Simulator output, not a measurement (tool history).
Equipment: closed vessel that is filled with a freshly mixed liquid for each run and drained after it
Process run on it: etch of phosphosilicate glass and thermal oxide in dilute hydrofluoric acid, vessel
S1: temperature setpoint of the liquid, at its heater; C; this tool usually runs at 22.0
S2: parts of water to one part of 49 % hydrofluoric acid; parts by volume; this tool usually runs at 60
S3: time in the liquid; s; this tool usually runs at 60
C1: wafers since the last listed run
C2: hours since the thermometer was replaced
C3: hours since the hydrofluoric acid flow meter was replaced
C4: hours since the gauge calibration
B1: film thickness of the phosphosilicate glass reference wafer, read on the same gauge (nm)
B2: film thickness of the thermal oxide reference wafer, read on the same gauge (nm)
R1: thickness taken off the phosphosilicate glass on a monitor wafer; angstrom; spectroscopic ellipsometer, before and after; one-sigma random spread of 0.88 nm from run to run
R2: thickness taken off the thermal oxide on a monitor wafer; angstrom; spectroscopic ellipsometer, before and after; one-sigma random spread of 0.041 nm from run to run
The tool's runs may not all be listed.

| run | hour | S1 | S2 | S3 | C1 | C2 | C3 | C4 | B1 | B2 | R1 | R2 |
|---|---|---|---|---|---|---|---|---|---|---|---|---|
| 1 | 0.0 | 18.0 | 60 | 45 | 0 | 708.5 | 1290.2 | 2013.1 | 39.95 | 109.997 | 1033.2 | 27.65 |
| 2 | 93.2 | 22.0 | 60 | 60 | 13813 | 801.7 | 1383.4 | 2106.3 | 40.01 | 110.014 | 1643.7 | 43.31 |
| 3 | 141.5 | 19.0 | 40 | 60 | 7158 | 850.0 | 1431.7 | 2154.6 | 40.03 | 110.007 | 2208.5 | 58.77 |
| 4 | 205.0 | 19.0 | 40 | 60 | 9411 | 913.5 | 1495.2 | 2218.1 | 39.98 | 110.002 | 2208.3 | 58.37 |
| 5 | 292.5 | 19.0 | 40 | 60 | 12968 | 1001.0 | 1582.7 | 2305.6 | 39.99 | 109.996 | 2200.5 | 58.21 |
| 6 | 370.5 | 23.5 | 60 | 60 | 11560 | 1079.0 | 1660.7 | 2383.6 | 39.98 | 109.995 | 1719.2 | 44.96 |
| 7 | 433.6 | 23.5 | 60 | 60 | 9352 | 1142.1 | 1723.8 | 2446.7 | 39.99 | 110.000 | 1712.7 | 44.95 |
| 8 | 490.2 | 22.0 | 60 | 60 | 8388 | 1198.7 | 1780.4 | 2503.3 | 40.00 | 109.999 | 1594.4 | 42.02 |
|  | 500.5 | thermometer replaced |
| 9 | 534.4 | 19.5 | 60 | 60 | 6402 | 33.9 | 1824.6 | 2547.5 | 40.00 | 109.993 | 1476.0 | 38.64 |
| 10 | 582.6 | 26.5 | 50 | 60 | 7143 | 82.1 | 1872.8 | 2595.7 | 39.98 | 110.015 | 2400.6 | 62.51 |
| 11 | 625.0 | 22.0 | 60 | 60 | 6284 | 124.5 | 1915.2 | 2638.1 | 39.98 | 110.018 | 1620.6 | 43.70 |
|  | 696.0 | hydrofluoric acid flow meter replaced |
| 12 | 714.1 | 20.5 | 70 | 90 | 13057 | 213.6 | 18.1 | 2727.2 | 39.98 | 110.024 | 2063.0 | 53.91 |
| 13 | 780.2 | 19.5 | 60 | 60 | 9797 | 279.7 | 84.2 | 2793.3 | 39.94 | 110.004 | 1543.5 | 41.02 |
| 14 | 857.7 | 22.0 | 60 | 60 | 11486 | 357.2 | 161.7 | 2870.8 | 40.00 | 109.997 | 1708.6 | 44.99 |
| 15 | 951.8 | 18.5 | 30 | 30 | 13947 | 451.3 | 255.8 | 2964.9 | 39.97 | 109.999 | 1526.7 | 39.46 |
|  | 1027.8 | gauge calibrated |
| 16 | 1057.1 | 20.0 | 60 | 60 | 15607 | 556.6 | 361.1 | 29.3 | 40.02 | 109.995 | 1550.1 | 41.13 |
| 17 | 1132.7 | 25.0 | 60 | 40 | 11205 | 632.2 | 436.7 | 104.9 | 40.02 | 110.002 | 1273.2 | 33.73 |
| 18 | 1217.0 | 19.0 | 50 | 35 | 12494 | 716.5 | 521.0 | 189.2 | 40.01 | 110.005 | 1053.6 | 28.03 |
| 19 | 1258.2 | 22.0 | 60 | 90 | 6106 | 757.7 | 562.2 | 230.4 | 40.02 | 110.005 | 2519.2 | 65.16 |
| 20 | 1350.9 | 23.5 | 35 | 85 | 13739 | 850.4 | 654.9 | 323.1 | 40.00 | 109.997 | 4460.6 | 117.79 |
| 21 | 1397.1 | 19.5 | 45 | 70 | 6847 | 896.6 | 701.1 | 369.3 | 39.98 | 110.020 | 2376.2 | 63.24 |
| 22 | 1443.5 | 22.0 | 35 | 60 | 6877 | 943.0 | 747.5 | 415.7 | 40.02 | 109.991 | 2942.9 | 78.61 |
| 23 | 1486.7 | 22.0 | 60 | 60 | 6402 | 986.2 | 790.7 | 458.9 | 40.00 | 110.004 | 1671.0 | 44.44 |
| 24 | 1548.1 | 24.5 | 45 | 60 | 9100 | 1047.6 | 852.1 | 520.3 | 40.02 | 110.000 | 2493.5 | 66.48 |
|  | 1601.9 | thermometer replaced |
| 25 | 1636.9 | 17.5 | 80 | 90 | 13013 | 35.0 | 940.9 | 609.1 | 40.02 | 109.977 | 1528.8 | 40.19 |

Forecast each of these 4 alternatives for the next run:
| A | 1637.6 | 22.0 | 60 | 60 | 103 | 35.7 | 941.6 | 609.8 | ? | ? | ? | ? |
| B | 1637.6 | 19.5 | 45 | 45 | 103 | 35.7 | 941.6 | 609.8 | ? | ? | ? | ? |
| C | 1637.6 | 18.0 | 60 | 60 | 103 | 35.7 | 941.6 | 609.8 | ? | ? | ? | ? |
| D | 1637.6 | 22.0 | 60 | 75 | 103 | 35.7 | 941.6 | 609.8 | ? | ? | ? | ? |

| run | B1 | B2 | R1 | R2 |
|---|---|---|---|---|
| A | 39.99 | 109.998 | 1674.6 | 44.23 |
| B | 39.99 | 109.998 | 1536.0 | 40.56 |
| C | 39.99 | 109.998 | 1414.7 | 37.36 |
| D | 39.99 | 109.998 | 2093.3 | 55.28 |
The same runs, with their run-to-run variation unchanged, on a tool lacking any hidden condition would have given:
| run | R1 | R2 |
|---|---|---|
| A | 1746.0 | 46.11 |
| B | 1600.4 | 42.26 |
| C | 1474.9 | 38.95 |
| D | 2182.4 | 57.64 |
